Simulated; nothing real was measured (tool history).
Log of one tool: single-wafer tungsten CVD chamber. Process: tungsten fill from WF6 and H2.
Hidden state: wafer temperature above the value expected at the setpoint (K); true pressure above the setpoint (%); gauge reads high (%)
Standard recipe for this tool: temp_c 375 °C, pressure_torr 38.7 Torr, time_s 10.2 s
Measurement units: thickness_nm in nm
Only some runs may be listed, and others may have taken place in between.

run	hour	temp_c	pressure_torr	time_s	wafers since the last listed run	hours since the last thermocouple change	hours since the last manometer calibration	hours since the showerhead was replaced	hours since the gauge calibration	read-back reference wafer on the same gauge, thickness_nm	thickness_nm
1	0.0	386	38.7	10.2	0	3110.2	963.2	6640.0	1406.9	21.808	25.313
2	31.7	385	42.6	10.2	518	3141.9	994.9	6671.7	1438.6	21.805	26.018
3	56.3	385	42.6	10.2	402	3166.5	1019.5	6696.3	1463.2	21.810	25.767
4	124.7	385	42.6	10.2	1118	3234.9	1087.9	6764.7	1531.6	21.792	25.925
5	171.0	375	38.7	10.2	757	3281.2	1134.2	6811.0	1577.9	21.800	19.634
# hour 227.4: thermocouple changed; heater temperature recalibrated
6	237.7	375	38.7	10.2	959	10.3	1200.9	6877.7	1644.6	21.783	20.746
7	288.5	375	38.7	8.9	830	61.1	1251.7	6928.5	1695.4	21.822	17.942
8	349.2	375	38.7	8.9	992	121.8	1312.4	6989.2	1756.1	21.794	17.980
9	374.4	375	45.4	10.2	412	147.0	1337.6	7014.4	1781.3	21.812	22.122
# hour 384.1: capacitance manometer re-zeroed and calibrated
10	432.9	375	38.7	10.2	825	205.5	48.8	7072.9	1839.8	21.806	20.377
11	623.9	368	38.7	8.8	3122	396.5	239.8	7263.9	2030.8	21.817	14.751
12	658.8	390	45.3	12.2	570	431.4	274.7	7298.8	2065.7	21.810	36.632
13	710.1	375	38.7	10.2	838	482.7	326.0	7350.1	2117.0	21.809	20.158
14	738.1	363	38.7	8.9	457	510.7	354.0	7378.1	2145.0	21.800	13.118
# hour 767.4: gauge calibrated
15	785.0	375	38.7	10.2	766	557.6	400.9	7425.0	17.6	21.803	20.114
16	828.4	375	38.7	8.5	709	601.0	444.3	7468.4	61.0	21.811	16.924
# hour 863.7: showerhead replaced
17	868.2	382	38.7	10.2	519	640.8	484.1	4.5	100.8	21.799	23.817
18	928.9	375	44.4	10.2	992	701.5	544.8	65.2	161.5	21.792	21.297
19	959.7	375	38.7	9.2	503	732.3	575.6	96.0	192.3	21.816	18.186
20	993.6	381	38.7	10.2	554	766.2	609.5	129.9	226.2	21.811	23.131
21	1035.9	368	33.7	12.1	691	808.5	651.8	172.2	268.5	21.795	18.871
22	1081.5	375	46.0	10.2	745	854.1	697.4	217.8	314.1	21.787	21.680
23	1123.7	365	38.7	8.9	689	896.3	739.6	260.0	356.3	21.804	13.668
24	1183.2	369	41.5	8.8	972	955.8	799.1	319.5	415.8	21.777	15.331
25	1243.0	375	38.7	10.2	977	1015.6	858.9	379.3	475.6	21.808	19.834
26	1312.8	369	38.7	10.2	1141	1085.4	928.7	449.1	545.4	21.786	17.212
27	1376.2	375	38.7	10.2	1036	1148.8	992.1	512.5	608.8	21.813	19.958
28	1402.8	375	38.7	10.2	434	1175.4	1018.7	539.1	635.4	21.798	19.672
29	1442.4	375	38.7	10.2	647	1215.0	1058.3	578.7	675.0	21.787	19.842
30	1499.0	375	38.7	10.2	925	1271.6	1114.9	635.3	731.6	21.794	19.802
31	1539.5	375	38.7	10.2	662	1312.1	1155.4	675.8	772.1	21.812	19.907
32	1678.8	366	34.7	9.0	2277	1451.4	1294.7	815.1	911.4	21.815	13.385
33	1709.5	371	41.9	11.7	501	1482.1	1325.4	845.8	942.1	21.788	21.399
34	1753.5	384	41.9	10.2	719	1526.1	1369.4	889.8	986.1	21.797	25.211

Hidden condition of the tool, last listed run before each entry between runs versus first listed run after:
Between runs 5 and 6: thermocouple changed; heater temperature recalibrated (hour 227.4)
  wafer temperature above the value expected at the setpoint (K): -2.51 -> -0.335
  measured less the result without the state, thickness_nm: -1.205 -> -0.165 nm
Between runs 9 and 10: capacitance manometer re-zeroed and calibrated (hour 384.1)
  wafer temperature above the value expected at the setpoint (K): -0.657 -> -0.781
  measured less the result without the state, thickness_nm: -0.347 -> -0.380 nm
Between runs 14 and 15: gauge calibrated (hour 767.4)
  wafer temperature above the value expected at the setpoint (K): -1.32 -> -1.39
  measured less the result without the state, thickness_nm: -0.442 -> -0.676 nm
Between runs 16 and 17: showerhead replaced (hour 863.7)
  wafer temperature above the value expected at the setpoint (K): -1.46 -> -1.51
  measured less the result without the state, thickness_nm: -0.594 -> -0.835 nm
